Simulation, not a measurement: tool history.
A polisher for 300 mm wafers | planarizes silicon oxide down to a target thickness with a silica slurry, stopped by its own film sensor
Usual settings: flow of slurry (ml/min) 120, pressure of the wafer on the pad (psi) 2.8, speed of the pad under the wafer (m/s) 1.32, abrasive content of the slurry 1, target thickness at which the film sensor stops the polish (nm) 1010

run,hour,flow of slurry (ml/min),pressure of the wafer on the pad (psi),speed of the pad under the wafer (m/s),abrasive content of the slurry,target thickness at which the film sensor stops the polish (nm),wafers since the last listed run,wafers polished on this pad,hours since the slurry nozzle was cleaned,hours since the head pressure was calibrated,hours since the slurry blender was calibrated,hours since the conditioning disc was replaced,"incoming thickness of the incoming film, nm",time until the film sensor stopped the polish (s)
1,0,120,2.8,1.32,1,1010,0,200,441.9,387.1,314.5,80.9,1290.4,116.5
# hour 12.4: conditioning disc replaced and pad reconditioned
2,17.6,120,2.8,1.32,1,1010,129,329,459.5,404.7,332.1,5.2,1309.9,130.3
3,25,120,2.8,1.32,1,1010,61,390,466.9,412.1,339.5,12.6,1328.1,138
4,42.2,120,2.8,1.32,1,1010,142,532,484.1,429.3,356.7,29.8,1311.7,135.1
5,52.2,120,2.8,1.32,1.2,1010,82,615,494.1,439.3,366.7,39.8,1302.1,121.3
6,61,120,2.8,1.32,1.2,1010,72,688,502.9,448.1,375.5,48.6,1323,132.7
7,68.7,120,2.8,1.32,1.2,1010,63,752,510.6,455.8,383.2,56.3,1308.7,130.5
8,82.2,120,2.8,1.32,1,1010,111,864,524.1,469.3,396.7,69.8,1309.2,144.9
# hour 90.5: slurry nozzle cleaned
# hour 94.3: slurry blender recalibrated
9,98.9,120,2.8,1.32,1,1010,113,977,8.4,486,4.6,86.5,1303.1,108.6
# hour 110.8: conditioning disc replaced and pad reconditioned
# hour 111: head pressure recalibrated
# hour 114: worn pad replaced by a new one
10,114.5,120,3.2,1.32,1.1,1010,86,4,24,3.5,20.2,3.7,1305.2,93.4
11,127.6,100,3.5,0.96,1,1010,108,112,37.1,16.6,33.3,16.8,1282.6,109.4
12,136.3,120,2.8,1.32,1.1,1010,72,184,45.8,25.3,42,25.5,1305.6,102.1
13,153.7,145,2.8,1.32,1,1010,144,328,63.2,42.7,59.4,42.9,1325.1,110.1
14,169.9,120,2.8,1.32,0.85,1010,134,462,79.4,58.9,75.6,59.1,1304.8,120
15,187.1,120,2.8,1.32,1,1010,142,605,96.6,76.1,92.8,76.3,1298.7,108.4
16,194.3,120,2.8,1.32,1,1010,59,664,103.8,83.3,100,83.5,1325,116.5
17,208,120,2.8,1.32,1,1010,113,778,117.5,97,113.7,97.2,1301.8,110.9
# hour 225.9: conditioning disc replaced and pad reconditioned
18,226.4,120,2,1.32,1,1010,135,914,135.9,115.4,132.1,0.5,1302.8,151.9

3 ways to go on from here, each from the tool as it stands after run 18. What would each give?
A,226.9,120,2.2,1.32,1,1010,4,918,136.4,115.9,132.6,1,1281.8,?
B,226.9,150,2.8,1,1.1,1010,4,918,136.4,115.9,132.6,1,1281.8,?
C,226.9,155,3.8,1.32,1.15,1010,4,918,136.4,115.9,132.6,1,1281.8,?

run,time until the film sensor stopped the polish (s)
A,124.7
B,108.7
C,65.5
Without the tool's hidden state the same runs would have given:
run,time until the film sensor stopped the polish (s)
A,123
B,107.6
C,64.8

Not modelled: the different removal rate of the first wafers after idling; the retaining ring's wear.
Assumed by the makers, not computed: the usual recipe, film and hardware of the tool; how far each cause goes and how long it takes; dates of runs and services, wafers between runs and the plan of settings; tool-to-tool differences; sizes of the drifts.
